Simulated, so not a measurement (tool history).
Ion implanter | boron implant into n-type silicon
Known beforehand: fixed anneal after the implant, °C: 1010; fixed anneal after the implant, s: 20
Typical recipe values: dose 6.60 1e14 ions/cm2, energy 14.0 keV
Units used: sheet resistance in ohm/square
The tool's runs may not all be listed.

run    hour  dose  energy  wafers since the last listed run  hours since the last dose calibration  hours since the extraction supply was calibrated  hours since the gauge calibration  read-back reference wafer on the same gauge, sheet resistance  sheet resistance
  1     0.0  6.60    14.0                                 0                                  383.7                                            4194.9                              176.8                                                         175.95            159.90
  2    54.9  6.60    14.0                               991                                  438.6                                            4249.8                              231.7                                                         175.98            159.43
  3    95.9  6.60    14.0                               740                                  479.6                                            4290.8                              272.7                                                         175.98            159.79
  4   140.7  6.60    14.0                               809                                  524.4                                            4335.6                              317.5                                                         176.05            159.28
  5   183.0  6.60    14.0                               764                                  566.7                                            4377.9                              359.8                                                         175.96            159.07
  6   247.7  6.60    14.0                              1168                                  631.4                                            4442.6                              424.5                                                         175.95            159.48
  7   280.8  6.60    14.0                               597                                  664.5                                            4475.7                              457.6                                                         175.95            159.53
  8   326.7  7.57    14.0                               829                                  710.4                                            4521.6                              503.5                                                         176.04            141.85
  9   463.1  6.60    14.0                              2463                                  846.8                                            4658.0                              639.9                                                         175.99            158.84
 10   501.9  6.60    14.0                               700                                  885.6                                            4696.8                              678.7                                                         176.01            158.95
      575.7  -- Faraday cup replaced and dose calibrated
 11   576.2  6.60    14.0                              1197                                    0.5                                            4771.1                              753.0                                                         176.00            159.73
 12   601.0  8.45     9.0                               447                                   25.3                                            4795.9                              777.8                                                         175.98            137.99
 13   635.9  6.60    14.0                               630                                   60.2                                            4830.8                              812.7                                                         176.05            159.73
 14   675.9  8.35    10.0                               722                                  100.2                                            4870.8                              852.7                                                         175.98            136.70
 15   741.3  6.60    14.0                              1181                                  165.6                                            4936.2                              918.1                                                         175.95            159.38
 16   775.4  6.60    16.0                               615                                  199.7                                            4970.3                              952.2                                                         176.00            157.78
      800.0  -- gauge calibrated
 17   828.1  5.75    12.0                               951                                  252.4                                            5023.0                               28.1                                                         175.95            181.92
 18   874.0  8.24    16.5                               829                                  298.3                                            5068.9                               74.0                                                         175.96            130.29
      917.9  -- extraction supply calibrated
 19   923.3  6.60    14.0                               745                                  347.6                                               5.4                              123.3                                                         176.03            159.76
 20   990.5  6.60     9.5                              1213                                  414.8                                              72.6                              190.5                                                         175.96            165.00
 21  1056.5  6.60    14.0                              1192                                  480.8                                             138.6                              256.5                                                         176.08            159.40
 22  1085.9  5.75     9.5                               531                                  510.2                                             168.0                              285.9                                                         175.96            184.78
 23  1154.7  6.60    17.5                              1242                                  579.0                                             236.8                              354.7                                                         175.96            156.24

Hidden state, per run?
deviation of the true energy from its setpoint, %: 0 across all the runs
gauge reads high (%): 0 across all the runs
H1: deviation of the true dose from the Faraday cup's reading, %
run     H1
  1  0.165
  2   0.22
  3  0.266
  4  0.321
  5  0.377
  6  0.471
  7  0.524
  8  0.601
  9   0.86
 10  0.942
 11  0.142
 12  0.143
 13  0.147
 14  0.154
 15  0.176
 16  0.191
 17   0.22
 18  0.251
 19   0.29
 20  0.352
 21  0.424
 22   0.46
 23  0.551

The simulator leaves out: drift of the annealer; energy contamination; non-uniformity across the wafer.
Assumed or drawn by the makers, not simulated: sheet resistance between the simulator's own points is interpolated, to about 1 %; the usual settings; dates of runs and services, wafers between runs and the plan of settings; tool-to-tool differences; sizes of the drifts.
